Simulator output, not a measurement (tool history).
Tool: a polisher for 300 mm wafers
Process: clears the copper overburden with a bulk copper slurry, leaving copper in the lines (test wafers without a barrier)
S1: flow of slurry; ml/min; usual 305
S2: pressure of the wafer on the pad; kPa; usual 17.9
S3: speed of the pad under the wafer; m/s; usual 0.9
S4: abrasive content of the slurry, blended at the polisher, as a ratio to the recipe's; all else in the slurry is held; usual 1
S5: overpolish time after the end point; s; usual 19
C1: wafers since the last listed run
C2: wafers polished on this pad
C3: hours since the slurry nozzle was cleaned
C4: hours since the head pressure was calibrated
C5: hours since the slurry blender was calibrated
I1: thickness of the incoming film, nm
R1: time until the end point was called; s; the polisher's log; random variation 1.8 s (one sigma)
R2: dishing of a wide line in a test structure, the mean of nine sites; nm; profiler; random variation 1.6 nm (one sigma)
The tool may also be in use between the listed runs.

run 1 hour=0 | S1=305 S2=17.9 S3=0.9 S4=1 S5=19 | C1=0 C2=419 C3=213.5 C4=574.3 C5=474.8 | I1=883.7 | R1=93.4 R2=83.3
-- hour=10.2 slurry blender recalibrated
run 2 hour=31.2 | S1=305 S2=17.9 S3=0.9 S4=1 S5=19 | C1=259 C2=678 C3=244.7 C4=605.5 C5=21 | I1=866.9 | R1=91.9 R2=84.1
run 3 hour=61.3 | S1=305 S2=17.9 S3=0.9 S4=1 S5=16 | C1=267 C2=945 C3=274.8 C4=635.6 C5=51.1 | I1=882.4 | R1=97.8 R2=78.4
run 4 hour=88.1 | S1=305 S2=17.9 S3=0.9 S4=1 S5=16 | C1=237 C2=1183 C3=301.6 C4=662.4 C5=77.9 | I1=881.2 | R1=95.1 R2=72.3
run 5 hour=111.2 | S1=305 S2=17.9 S3=0.9 S4=1 S5=19 | C1=205 C2=1388 C3=324.7 C4=685.5 C5=101 | I1=882.6 | R1=93 R2=78.9
run 6 hour=139 | S1=305 S2=17.9 S3=0.9 S4=1 S5=19 | C1=246 C2=1635 C3=352.5 C4=713.3 C5=128.8 | I1=889.4 | R1=93.5 R2=85.2
run 7 hour=160.6 | S1=305 S2=17.9 S3=0.9 S4=1 S5=19 | C1=191 C2=1827 C3=374.1 C4=734.9 C5=150.4 | I1=883.6 | R1=95.9 R2=82
-- hour=177.9 worn pad replaced by a new one
run 8 hour=192.2 | S1=305 S2=17.9 S3=0.9 S4=1 S5=19 | C1=244 C2=126 C3=405.7 C4=766.5 C5=182 | I1=867.2 | R1=90.2 R2=84.6
run 9 hour=213.5 | S1=305 S2=17.9 S3=0.9 S4=1 S5=19 | C1=189 C2=315 C3=427 C4=787.8 C5=203.3 | I1=876 | R1=93.1 R2=81.6
run 10 hour=240.9 | S1=380 S2=17.9 S3=0.9 S4=1 S5=28 | C1=243 C2=558 C3=454.4 C4=815.2 C5=230.7 | I1=890.6 | R1=93.3 R2=105.2
run 11 hour=269.6 | S1=205 S2=17.9 S3=0.9 S4=1.15 S5=19 | C1=254 C2=813 C3=483.1 C4=843.9 C5=259.4 | I1=868.5 | R1=91.9 R2=80.6
run 12 hour=289.5 | S1=305 S2=20.7 S3=0.7 S4=1.2 S5=12 | C1=176 C2=990 C3=503 C4=863.8 C5=279.3 | I1=879.4 | R1=108.7 R2=55.6
run 13 hour=314.5 | S1=305 S2=17.9 S3=0.9 S4=1 S5=19 | C1=221 C2=1212 C3=528 C4=888.8 C5=304.3 | I1=874.3 | R1=93.8 R2=82
run 14 hour=347.8 | S1=305 S2=17.9 S3=0.9 S4=1 S5=19 | C1=295 C2=1507 C3=561.3 C4=922.1 C5=337.6 | I1=884.6 | R1=90 R2=84.3
run 15 hour=381.6 | S1=410 S2=17.9 S3=0.9 S4=0.7 S5=14 | C1=299 C2=1807 C3=595.1 C4=955.9 C5=371.4 | I1=875.4 | R1=97.6 R2=68
-- hour=395.9 slurry blender recalibrated
run 16 hour=396.4 | S1=365 S2=17.9 S3=0.9 S4=0.75 S5=16 | C1=113 C2=1921 C3=609.9 C4=970.7 C5=0.5 | I1=883.4 | R1=97.5 R2=71
-- hour=407.4 worn pad replaced by a new one
run 17 hour=412.3 | S1=210 S2=11.7 S3=0.72 S4=1 S5=19 | C1=105 C2=43 C3=625.8 C4=986.6 C5=16.4 | I1=881.1 | R1=166.5 R2=56.1
-- hour=434.5 head pressure recalibrated
run 18 hour=436.1 | S1=255 S2=17.9 S3=0.66 S4=1 S5=19 | C1=193 C2=236 C3=649.6 C4=1.6 C5=40.2 | I1=887.3 | R1=131.5 R2=66.6
run 19 hour=454.7 | S1=345 S2=17.9 S3=0.64 S4=1.2 S5=19 | C1=165 C2=401 C3=668.2 C4=20.2 C5=58.8 | I1=874.3 | R1=126 R2=68.7
run 20 hour=487.5 | S1=305 S2=21.4 S3=1.02 S4=1 S5=19 | C1=291 C2=692 C3=701 C4=53 C5=91.6 | I1=881 | R1=70.9 R2=92.8
-- hour=499.8 slurry nozzle cleaned
run 21 hour=518.6 | S1=205 S2=17.9 S3=0.6 S4=1 S5=19 | C1=267 C2=959 C3=18.8 C4=84.1 C5=122.7 | I1=889.7 | R1=147.9 R2=62.7
run 22 hour=531.3 | S1=305 S2=17.9 S3=0.9 S4=1 S5=19 | C1=112 C2=1072 C3=31.5 C4=96.8 C5=135.4 | I1=889.7 | R1=92.3 R2=85
run 23 hour=566.1 | S1=370 S2=17.9 S3=0.6 S4=0.9 S5=25 | C1=308 C2=1381 C3=66.3 C4=131.6 C5=170.2 | I1=894 | R1=142.9 R2=76.1
-- hour=596.6 worn pad replaced by a new one
run 24 hour=597.1 | S1=305 S2=17.9 S3=1.12 S4=1 S5=19 | C1=239 C2=3 C3=97.3 C4=162.6 C5=201.2 | I1=884.2 | R1=75.8 R2=92.4
run 25 hour=626.6 | S1=405 S2=17.9 S3=0.9 S4=1.1 S5=19 | C1=261 C2=265 C3=126.8 C4=192.1 C5=230.7 | I1=875.3 | R1=89.7 R2=81.4
run 26 hour=655.3 | S1=305 S2=17.9 S3=0.9 S4=1 S5=19 | C1=254 C2=520 C3=155.5 C4=220.8 C5=259.4 | I1=875.9 | R1=93.9 R2=84.3
run 27 hour=689.5 | S1=305 S2=17.9 S3=0.9 S4=1 S5=28 | C1=303 C2=824 C3=189.7 C4=255 C5=293.6 | I1=863.7 | R1=88.9 R2=103.2
run 28 hour=715.4 | S1=335 S2=17.9 S3=0.9 S4=1 S5=19 | C1=229 C2=1053 C3=215.6 C4=280.9 C5=319.5 | I1=886.8 | R1=89.2 R2=82.1

5 ways to go on from here, each from the tool as it stands after run 28. What would each give?
run A hour=715.9 | S1=305 S2=17.9 S3=0.9 S4=1 S5=15 | C1=4 C2=1058 C3=216.1 C4=281.4 C5=320 | I1=886.1 | R1=? R2=?
run B hour=715.9 | S1=225 S2=17.9 S3=0.9 S4=1.25 S5=29 | C1=4 C2=1058 C3=216.1 C4=281.4 C5=320 | I1=886.1 | R1=? R2=?
run C hour=715.9 | S1=305 S2=17.9 S3=0.9 S4=0.8 S5=19 | C1=4 C2=1058 C3=216.1 C4=281.4 C5=320 | I1=886.1 | R1=? R2=?
run D hour=715.9 | S1=305 S2=17.9 S3=0.78 S4=1 S5=19 | C1=4 C2=1058 C3=216.1 C4=281.4 C5=320 | I1=886.1 | R1=? R2=?
run E hour=715.9 | S1=260 S2=17.9 S3=0.9 S4=0.85 S5=24 | C1=4 C2=1058 C3=216.1 C4=281.4 C5=320 | I1=886.1 | R1=? R2=?

run=A R1=96.1 R2=69.3
run=B R1=95.2 R2=99.8
run=C R1=100.4 R2=78.3
run=D R1=110.9 R2=73.6
run=E R1=100.9 R2=88.9
Without the tool's hidden state the same runs would have given:
run=A R1=96.1 R2=69.3
run=B R1=95.2 R2=99.8
run=C R1=100.4 R2=78.3
run=D R1=110.9 R2=73.6
run=E R1=100.9 R2=88.9

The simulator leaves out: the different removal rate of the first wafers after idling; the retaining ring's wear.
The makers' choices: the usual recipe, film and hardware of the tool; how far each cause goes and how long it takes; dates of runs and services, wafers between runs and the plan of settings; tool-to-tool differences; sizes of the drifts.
